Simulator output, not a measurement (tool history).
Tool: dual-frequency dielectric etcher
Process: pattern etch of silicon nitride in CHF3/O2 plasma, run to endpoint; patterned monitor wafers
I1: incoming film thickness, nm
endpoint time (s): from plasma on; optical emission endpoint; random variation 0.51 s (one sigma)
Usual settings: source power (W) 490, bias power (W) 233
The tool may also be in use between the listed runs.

run 1 hour=0 | source_power_(W)=490 bias_power_(W)=233 | I1=92.1 | endpoint_time_(s)=58.2
run 2 hour=24.7 | source_power_(W)=490 bias_power_(W)=233 | I1=92.8 | endpoint_time_(s)=57.7
run 3 hour=85.7 | source_power_(W)=490 bias_power_(W)=233 | I1=91.9 | endpoint_time_(s)=56.6
run 4 hour=116.1 | source_power_(W)=550 bias_power_(W)=233 | I1=91.6 | endpoint_time_(s)=54.3
run 5 hour=134.9 | source_power_(W)=550 bias_power_(W)=233 | I1=92.6 | endpoint_time_(s)=54.1
run 6 hour=164.8 | source_power_(W)=490 bias_power_(W)=233 | I1=93.5 | endpoint_time_(s)=56.7
-- hour=203.3 upper electrode replaced
run 7 hour=203.8 | source_power_(W)=490 bias_power_(W)=253 | I1=92.3 | endpoint_time_(s)=54.1
run 8 hour=239.2 | source_power_(W)=490 bias_power_(W)=233 | I1=93.2 | endpoint_time_(s)=56.8
run 9 hour=262.1 | source_power_(W)=490 bias_power_(W)=233 | I1=92.5 | endpoint_time_(s)=56.1
run 10 hour=276.9 | source_power_(W)=490 bias_power_(W)=233 | I1=92.5 | endpoint_time_(s)=56.3
-- hour=322.8 wet clean of the chamber
run 11 hour=323.3 | source_power_(W)=490 bias_power_(W)=246 | I1=92.7 | endpoint_time_(s)=57.6
run 12 hour=334.9 | source_power_(W)=530 bias_power_(W)=272 | I1=93 | endpoint_time_(s)=54.1
run 13 hour=351.6 | source_power_(W)=570 bias_power_(W)=263 | I1=93.3 | endpoint_time_(s)=53.9
-- hour=359.7 bias power generator calibrated
run 14 hour=380.1 | source_power_(W)=460 bias_power_(W)=185 | I1=91.1 | endpoint_time_(s)=63.5
run 15 hour=406.4 | source_power_(W)=490 bias_power_(W)=233 | I1=93.7 | endpoint_time_(s)=57.7
run 16 hour=422.9 | source_power_(W)=490 bias_power_(W)=274 | I1=92.2 | endpoint_time_(s)=53.8
-- hour=449.1 source power generator calibrated
run 17 hour=452.1 | source_power_(W)=490 bias_power_(W)=233 | I1=91.7 | endpoint_time_(s)=57.3
run 18 hour=479.6 | source_power_(W)=520 bias_power_(W)=192 | I1=93 | endpoint_time_(s)=59.6
run 19 hour=512.8 | source_power_(W)=520 bias_power_(W)=177 | I1=93.1 | endpoint_time_(s)=61.4
run 20 hour=548.4 | source_power_(W)=600 bias_power_(W)=182 | I1=93 | endpoint_time_(s)=58.1
run 21 hour=576.4 | source_power_(W)=410 bias_power_(W)=278 | I1=93.4 | endpoint_time_(s)=57.2
run 22 hour=601.4 | source_power_(W)=430 bias_power_(W)=209 | I1=92.8 | endpoint_time_(s)=61.6

Forecast each of these 4 alternatives for the next run:
run A hour=601.8 | source_power_(W)=490 bias_power_(W)=233 | I1=92.6 | endpoint_time_(s)=?
run B hour=601.8 | source_power_(W)=460 bias_power_(W)=248 | I1=92.6 | endpoint_time_(s)=?
run C hour=601.8 | source_power_(W)=440 bias_power_(W)=233 | I1=92.6 | endpoint_time_(s)=?
run D hour=601.8 | source_power_(W)=600 bias_power_(W)=194 | I1=92.6 | endpoint_time_(s)=?

run=A endpoint_time_(s)=57.3
run=B endpoint_time_(s)=57.3
run=C endpoint_time_(s)=59.6
run=D endpoint_time_(s)=56.8
Without the tool's hidden state the same runs would have given:
run=A endpoint_time_(s)=59.2
run=B endpoint_time_(s)=59.2
run=C endpoint_time_(s)=61.5
run=D endpoint_time_(s)=58.6

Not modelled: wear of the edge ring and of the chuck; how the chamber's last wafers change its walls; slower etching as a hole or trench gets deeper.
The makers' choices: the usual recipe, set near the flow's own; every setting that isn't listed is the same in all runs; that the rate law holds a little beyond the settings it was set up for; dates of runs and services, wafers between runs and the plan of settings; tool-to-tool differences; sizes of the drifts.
